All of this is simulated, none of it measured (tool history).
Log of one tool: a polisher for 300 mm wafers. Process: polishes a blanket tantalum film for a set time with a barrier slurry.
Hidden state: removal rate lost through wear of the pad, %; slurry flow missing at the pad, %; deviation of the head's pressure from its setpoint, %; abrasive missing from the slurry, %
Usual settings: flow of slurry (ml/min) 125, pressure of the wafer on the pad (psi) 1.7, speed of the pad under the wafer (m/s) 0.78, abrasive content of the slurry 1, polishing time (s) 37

run	hour	flow of slurry (ml/min)	pressure of the wafer on the pad (psi)	speed of the pad under the wafer (m/s)	abrasive content of the slurry	polishing time (s)	wafers since the last listed run	wafers polished on this pad	hours since the slurry nozzle was cleaned	hours since the head pressure was calibrated	hours since the slurry blender was calibrated	incoming thickness of the incoming film, nm	film removed (nm)
1	0	125	1.7	0.78	1	37	0	1181	195.6	284.3	374.5	405.5	47.4
# hour 25.3: worn pad replaced by a new one
# hour 63.4: slurry blender recalibrated
2	69.7	125	1.7	0.78	1	37	623	414	265.3	354	6.3	404.1	47
3	114.2	125	1.7	0.78	1	37	435	850	309.8	398.5	50.8	404.7	48.9
4	154.8	125	1.7	0.78	1	37	397	1248	350.4	439.1	91.4	413.3	47.3
# hour 181.9: worn pad replaced by a new one
5	208.5	125	1.4	0.78	1	37	486	260	404.1	492.8	145.1	409.9	43.9
6	251.9	125	1.4	0.78	1	37	425	685	447.5	536.2	188.5	409	43.3
7	313	125	1.4	0.78	1	37	598	1283	508.6	597.3	249.6	408	44.5
# hour 343.6: worn pad replaced by a new one
8	354.9	125	1.7	0.78	1	37	371	110	550.5	639.2	291.5	412.5	48.9
# hour 383.5: head pressure recalibrated
9	390.6	125	1.7	0.78	1	37	330	440	586.2	7.1	327.2	404.4	45.9
10	431.7	125	1.5	0.78	1	37	402	843	627.3	48.2	368.3	410.6	43.7
# hour 433.8: slurry nozzle cleaned
# hour 487: worn pad replaced by a new one
11	496.5	125	1.7	0.78	1	37	585	92	62.7	113	433.1	404.2	47
12	522.9	125	2.1	0.78	1.3	37	258	351	89.1	139.4	459.5	415.3	57.1
# hour 565.1: slurry blender recalibrated
13	576.4	125	1.7	0.56	1	25	504	855	142.6	192.9	11.3	410.4	22.7
14	635.6	125	2.3	0.78	1	37	579	1435	201.8	252.1	70.5	400.8	57.6
# hour 642.1: worn pad replaced by a new one
15	685.7	125	1.7	0.78	1	37	451	427	251.9	302.2	120.6	408.4	47.7
16	733.4	125	1.7	0.92	1	26	467	894	299.6	349.9	168.3	415.9	40.1
17	758.4	125	2	0.78	1.1	37	244	1139	324.6	374.9	193.3	411	54.3

Forecast each of these 5 alternatives for the next run:
A	758.8	125	1.3	0.78	1	37	3	1143	325	375.3	193.7	418.2	?
B	758.8	145	1.5	0.68	1	25	3	1143	325	375.3	193.7	418.2	?
C	758.8	125	1.9	0.5	1	37	3	1143	325	375.3	193.7	418.2	?
D	758.8	125	1.7	0.78	1	41	3	1143	325	375.3	193.7	418.2	?
E	758.8	110	2	0.88	1	43	3	1143	325	375.3	193.7	418.2	?

run	film removed (nm)
A	41.4
B	27
C	33.1
D	53.4
E	68.4
Without the tool's hidden state the same runs would have given:
run	film removed (nm)
A	39.3
B	25.6
C	31.4
D	50.6
E	64.8

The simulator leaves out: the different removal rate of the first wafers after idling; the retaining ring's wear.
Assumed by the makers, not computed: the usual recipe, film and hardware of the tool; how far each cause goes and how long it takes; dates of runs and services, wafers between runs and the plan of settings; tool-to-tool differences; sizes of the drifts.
